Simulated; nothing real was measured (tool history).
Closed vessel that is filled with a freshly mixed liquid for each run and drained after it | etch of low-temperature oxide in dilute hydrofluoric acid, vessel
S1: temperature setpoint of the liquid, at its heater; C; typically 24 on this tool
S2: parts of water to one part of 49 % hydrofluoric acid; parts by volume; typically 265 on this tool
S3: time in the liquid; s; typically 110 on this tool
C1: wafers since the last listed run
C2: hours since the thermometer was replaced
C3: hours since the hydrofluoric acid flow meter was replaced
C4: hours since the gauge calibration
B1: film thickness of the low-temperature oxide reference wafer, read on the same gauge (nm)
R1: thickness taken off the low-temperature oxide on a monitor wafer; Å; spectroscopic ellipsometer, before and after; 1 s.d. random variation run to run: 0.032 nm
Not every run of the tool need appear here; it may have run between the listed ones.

{"run": 1, "hour": 0.0, "S1": 24, "S2": 265, "S3": 110, "C1": 0, "C2": 937.3, "C3": 1901.8, "C4": 308.7, "B1": 150, "R1": 56.4}
{"run": 2, "hour": 15.1, "S1": 24, "S2": 265, "S3": 110, "C1": 2093, "C2": 952.4, "C3": 1916.9, "C4": 323.8, "B1": 150, "R1": 55.9}
{"run": 3, "hour": 49.0, "S1": 22.5, "S2": 305, "S3": 110, "C1": 4700, "C2": 986.3, "C3": 1950.8, "C4": 357.7, "B1": 149.99, "R1": 44.2}
{"run": 4, "hour": 68.5, "S1": 24, "S2": 265, "S3": 110, "C1": 2704, "C2": 1005.8, "C3": 1970.3, "C4": 377.2, "B1": 149.99, "R1": 55.3}
{"run": 5, "hour": 87.8, "S1": 24, "S2": 265, "S3": 110, "C1": 2676, "C2": 1025.1, "C3": 1989.6, "C4": 396.5, "B1": 150, "R1": 55.5}
{"run": 6, "hour": 109.6, "S1": 24, "S2": 265, "S3": 110, "C1": 3022, "C2": 1046.9, "C3": 2011.4, "C4": 418.3, "B1": 150, "R1": 55.6}
{"run": 7, "hour": 122.6, "S1": 24, "S2": 265, "S3": 110, "C1": 1802, "C2": 1059.9, "C3": 2024.4, "C4": 431.3, "B1": 149.99, "R1": 55.9}
{"run": 8, "hour": 141.8, "S1": 24, "S2": 265, "S3": 110, "C1": 2662, "C2": 1079.1, "C3": 2043.6, "C4": 450.5, "B1": 150, "R1": 55.3}
{"run": 9, "hour": 175.0, "S1": 24, "S2": 265, "S3": 110, "C1": 4603, "C2": 1112.3, "C3": 2076.8, "C4": 483.7, "B1": 149.99, "R1": 55}
{"run": 10, "hour": 199.8, "S1": 24, "S2": 265, "S3": 155, "C1": 3438, "C2": 1137.1, "C3": 2101.6, "C4": 508.5, "B1": 149.98, "R1": 79.7}
{"run": 11, "hour": 220.2, "S1": 24, "S2": 265, "S3": 110, "C1": 2828, "C2": 1157.5, "C3": 2122, "C4": 528.9, "B1": 149.98, "R1": 56.2}
{"hour": 230.0, "done": "hydrofluoric acid flow meter replaced"}
{"run": 12, "hour": 244.9, "S1": 27.5, "S2": 265, "S3": 110, "C1": 3286, "C2": 1182.2, "C3": 14.9, "C4": 553.6, "B1": 150, "R1": 62.6}
{"run": 13, "hour": 266.8, "S1": 24, "S2": 265, "S3": 110, "C1": 3036, "C2": 1204.1, "C3": 36.8, "C4": 575.5, "B1": 150.02, "R1": 55.7}
{"run": 14, "hour": 281.8, "S1": 24, "S2": 320, "S3": 110, "C1": 2080, "C2": 1219.1, "C3": 51.8, "C4": 590.5, "B1": 150, "R1": 43.5}
{"run": 15, "hour": 314.7, "S1": 24, "S2": 375, "S3": 110, "C1": 4562, "C2": 1252, "C3": 84.7, "C4": 623.4, "B1": 149.99, "R1": 35.5}
{"run": 16, "hour": 343.8, "S1": 20.5, "S2": 265, "S3": 160, "C1": 4035, "C2": 1281.1, "C3": 113.8, "C4": 652.5, "B1": 149.99, "R1": 71}
{"hour": 358.6, "done": "thermometer replaced"}
{"hour": 366.6, "done": "gauge calibrated"}
{"run": 17, "hour": 369.0, "S1": 28.5, "S2": 335, "S3": 160, "C1": 3355, "C2": 10.4, "C3": 139, "C4": 2.4, "B1": 150, "R1": 69}
{"run": 18, "hour": 392.0, "S1": 24, "S2": 265, "S3": 110, "C1": 3189, "C2": 33.4, "C3": 162, "C4": 25.4, "B1": 149.99, "R1": 56.4}
{"run": 19, "hour": 412.4, "S1": 19.5, "S2": 340, "S3": 50, "C1": 2828, "C2": 53.8, "C3": 182.4, "C4": 45.8, "B1": 150, "R1": 15.7}
{"run": 20, "hour": 445.7, "S1": 24, "S2": 265, "S3": 110, "C1": 4617, "C2": 87.1, "C3": 215.7, "C4": 79.1, "B1": 149.97, "R1": 55.6}
{"run": 21, "hour": 461.9, "S1": 24, "S2": 265, "S3": 110, "C1": 2246, "C2": 103.3, "C3": 231.9, "C4": 95.3, "B1": 150.01, "R1": 55.9}
{"run": 22, "hour": 482.9, "S1": 25.5, "S2": 320, "S3": 145, "C1": 2912, "C2": 124.3, "C3": 252.9, "C4": 116.3, "B1": 150.02, "R1": 60.7}
{"run": 23, "hour": 506.7, "S1": 24, "S2": 265, "S3": 110, "C1": 3300, "C2": 148.1, "C3": 276.7, "C4": 140.1, "B1": 150, "R1": 55.7}
{"run": 24, "hour": 525.3, "S1": 25.5, "S2": 145, "S3": 110, "C1": 2579, "C2": 166.7, "C3": 295.3, "C4": 158.7, "B1": 149.97, "R1": 122.4}
{"run": 25, "hour": 551.6, "S1": 20, "S2": 350, "S3": 110, "C1": 3646, "C2": 193, "C3": 321.6, "C4": 185, "B1": 150, "R1": 33.7}

Consider 5 possible next runs. They are alternatives, not a sequence: every one starts from the tool as it was left by run 25. What does each give?
{"run": "A", "hour": 552.3, "S1": 24, "S2": 265, "S3": 130, "C1": 97, "C2": 193.7, "C3": 322.3, "C4": 185.7, "B1": "?", "R1": "?"}
{"run": "B", "hour": 552.3, "S1": 22.5, "S2": 225, "S3": 50, "C1": 97, "C2": 193.7, "C3": 322.3, "C4": 185.7, "B1": "?", "R1": "?"}
{"run": "C", "hour": 552.3, "S1": 24, "S2": 190, "S3": 145, "C1": 97, "C2": 193.7, "C3": 322.3, "C4": 185.7, "B1": "?", "R1": "?"}
{"run": "D", "hour": 552.3, "S1": 28.5, "S2": 210, "S3": 70, "C1": 97, "C2": 193.7, "C3": 322.3, "C4": 185.7, "B1": "?", "R1": "?"}
{"run": "E", "hour": 552.3, "S1": 20.5, "S2": 265, "S3": 170, "C1": 97, "C2": 193.7, "C3": 322.3, "C4": 185.7, "B1": "?", "R1": "?"}

run=A B1=150.01 R1=65.4
run=B B1=150.01 R1=29.2
run=C B1=150.01 R1=110
run=D B1=150.01 R1=55.3
run=E B1=150.01 R1=75.3
Without the tool's hidden state the same runs would have given:
run=A R1=65.4
run=B R1=29.2
run=C R1=110
run=D R1=55.3
run=E R1=75.3

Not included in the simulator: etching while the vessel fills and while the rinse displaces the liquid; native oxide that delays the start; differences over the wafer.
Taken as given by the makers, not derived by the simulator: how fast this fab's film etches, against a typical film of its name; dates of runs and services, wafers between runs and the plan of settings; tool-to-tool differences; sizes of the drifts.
